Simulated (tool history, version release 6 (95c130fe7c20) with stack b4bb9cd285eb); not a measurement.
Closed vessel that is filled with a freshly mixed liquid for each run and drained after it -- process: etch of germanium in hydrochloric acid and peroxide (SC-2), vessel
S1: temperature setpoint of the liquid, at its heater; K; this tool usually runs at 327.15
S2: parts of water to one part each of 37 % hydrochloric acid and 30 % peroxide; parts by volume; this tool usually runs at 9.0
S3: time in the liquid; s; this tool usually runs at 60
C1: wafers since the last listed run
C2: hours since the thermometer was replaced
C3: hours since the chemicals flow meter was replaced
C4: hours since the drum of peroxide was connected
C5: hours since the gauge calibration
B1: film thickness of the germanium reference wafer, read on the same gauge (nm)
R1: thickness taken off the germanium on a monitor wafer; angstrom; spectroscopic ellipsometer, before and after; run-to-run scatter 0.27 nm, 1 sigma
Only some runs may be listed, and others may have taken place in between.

run 1 hour=0.0 | S1=327.15 S2=9.0 S3=60 | C1=0 C2=2592.0 C3=1777.3 C4=496.4 C5=72.4 | B1=89.99 | R1=1369.8
run 2 hour=7.8 | S1=327.15 S2=12.5 S3=60 | C1=606 C2=2599.8 C3=1785.1 C4=504.2 C5=80.2 | B1=90.05 | R1=1320.3
run 3 hour=19.2 | S1=327.15 S2=12.5 S3=60 | C1=887 C2=2611.2 C3=1796.5 C4=515.6 C5=91.6 | B1=89.99 | R1=1318.3
run 4 hour=28.3 | S1=327.15 S2=6.5 S3=60 | C1=708 C2=2620.3 C3=1805.6 C4=524.7 C5=100.7 | B1=90.03 | R1=1404.1
run 5 hour=34.3 | S1=327.15 S2=6.0 S3=60 | C1=466 C2=2626.3 C3=1811.6 C4=530.7 C5=106.7 | B1=90.00 | R1=1401.0
run 6 hour=48.9 | S1=327.15 S2=6.0 S3=60 | C1=1136 C2=2640.9 C3=1826.2 C4=545.3 C5=121.3 | B1=89.98 | R1=1406.6
run 7 hour=65.3 | S1=327.15 S2=9.0 S3=60 | C1=1276 C2=2657.3 C3=1842.6 C4=561.7 C5=137.7 | B1=90.01 | R1=1368.2
run 8 hour=82.4 | S1=327.15 S2=9.0 S3=60 | C1=1330 C2=2674.4 C3=1859.7 C4=578.8 C5=154.8 | B1=90.01 | R1=1374.6
-- hour=113.5 thermometer replaced
run 9 hour=125.7 | S1=327.15 S2=9.0 S3=60 | C1=3291 C2=12.2 C3=1903.0 C4=622.1 C5=198.1 | B1=89.99 | R1=1257.1
run 10 hour=136.4 | S1=327.15 S2=7.5 S3=45 | C1=832 C2=22.9 C3=1913.7 C4=632.8 C5=208.8 | B1=89.98 | R1=954.4
run 11 hour=143.9 | S1=327.15 S2=7.5 S3=45 | C1=583 C2=30.4 C3=1921.2 C4=640.3 C5=216.3 | B1=90.02 | R1=958.0
run 12 hour=161.5 | S1=327.15 S2=7.5 S3=45 | C1=1369 C2=48.0 C3=1938.8 C4=657.9 C5=233.9 | B1=89.99 | R1=959.2
-- hour=163.5 chemicals flow meter replaced
run 13 hour=171.9 | S1=330.15 S2=9.0 S3=60 | C1=731 C2=58.4 C3=8.4 C4=668.3 C5=244.3 | B1=90.00 | R1=1377.3
run 14 hour=182.7 | S1=324.65 S2=9.0 S3=60 | C1=840 C2=69.2 C3=19.2 C4=679.1 C5=255.1 | B1=90.00 | R1=1162.2
-- hour=186.0 new drum of peroxide connected
run 15 hour=196.3 | S1=327.15 S2=9.0 S3=85 | C1=980 C2=82.8 C3=32.8 C4=10.3 C5=268.7 | B1=89.99 | R1=1780.0
-- hour=196.7 gauge calibrated
run 16 hour=250.2 | S1=327.15 S2=6.0 S3=60 | C1=4194 C2=136.7 C3=86.7 C4=64.2 C5=53.5 | B1=90.02 | R1=1294.2
run 17 hour=259.0 | S1=327.15 S2=9.0 S3=60 | C1=684 C2=145.5 C3=95.5 C4=73.0 C5=62.3 | B1=90.01 | R1=1256.5
run 18 hour=266.1 | S1=319.65 S2=12.0 S3=60 | C1=552 C2=152.6 C3=102.6 C4=80.1 C5=69.4 | B1=90.02 | R1=968.7
run 19 hour=273.1 | S1=322.65 S2=11.5 S3=90 | C1=544 C2=159.6 C3=109.6 C4=87.1 C5=76.4 | B1=90.02 | R1=1612.4
run 20 hour=290.8 | S1=327.15 S2=9.0 S3=70 | C1=1377 C2=177.3 C3=127.3 C4=104.8 C5=94.1 | B1=90.00 | R1=1476.7
run 21 hour=298.3 | S1=319.65 S2=7.5 S3=30 | C1=583 C2=184.8 C3=134.8 C4=112.3 C5=101.6 | B1=90.00 | R1=506.7
run 22 hour=314.1 | S1=327.15 S2=9.0 S3=60 | C1=1229 C2=200.6 C3=150.6 C4=128.1 C5=117.4 | B1=90.00 | R1=1260.4
run 23 hour=326.1 | S1=320.15 S2=9.0 S3=60 | C1=933 C2=212.6 C3=162.6 C4=140.1 C5=129.4 | B1=89.98 | R1=1013.9
run 24 hour=336.6 | S1=327.15 S2=10.0 S3=60 | C1=817 C2=223.1 C3=173.1 C4=150.6 C5=139.9 | B1=90.02 | R1=1253.4
run 25 hour=353.3 | S1=336.65 S2=4.5 S3=60 | C1=1299 C2=239.8 C3=189.8 C4=167.3 C5=156.6 | B1=89.98 | R1=1751.6

Branching from run 25: 5 alternative next runs. What would each branch give?
run A hour=354.0 | S1=327.15 S2=5.0 S3=60 | C1=54 C2=240.5 C3=190.5 C4=168.0 C5=157.3 | B1=? | R1=?
run B hour=354.0 | S1=327.15 S2=9.0 S3=30 | C1=54 C2=240.5 C3=190.5 C4=168.0 C5=157.3 | B1=? | R1=?
run C hour=354.0 | S1=322.65 S2=9.0 S3=60 | C1=54 C2=240.5 C3=190.5 C4=168.0 C5=157.3 | B1=? | R1=?
run D hour=354.0 | S1=331.15 S2=9.0 S3=60 | C1=54 C2=240.5 C3=190.5 C4=168.0 C5=157.3 | B1=? | R1=?
run E hour=354.0 | S1=327.15 S2=7.0 S3=40 | C1=54 C2=240.5 C3=190.5 C4=168.0 C5=157.3 | B1=? | R1=?

run=A B1=90.02 R1=1309.0
run=B B1=90.02 R1=633.5
run=C B1=90.02 R1=1101.3
run=D B1=90.02 R1=1430.1
run=E B1=90.02 R1=860.2
The same runs, with their run-to-run variation unchanged, on a tool lacking any hidden condition would have given:
run=A R1=1295.1
run=B R1=626.9
run=C R1=1089.5
run=D R1=1415.7
run=E R1=851.2

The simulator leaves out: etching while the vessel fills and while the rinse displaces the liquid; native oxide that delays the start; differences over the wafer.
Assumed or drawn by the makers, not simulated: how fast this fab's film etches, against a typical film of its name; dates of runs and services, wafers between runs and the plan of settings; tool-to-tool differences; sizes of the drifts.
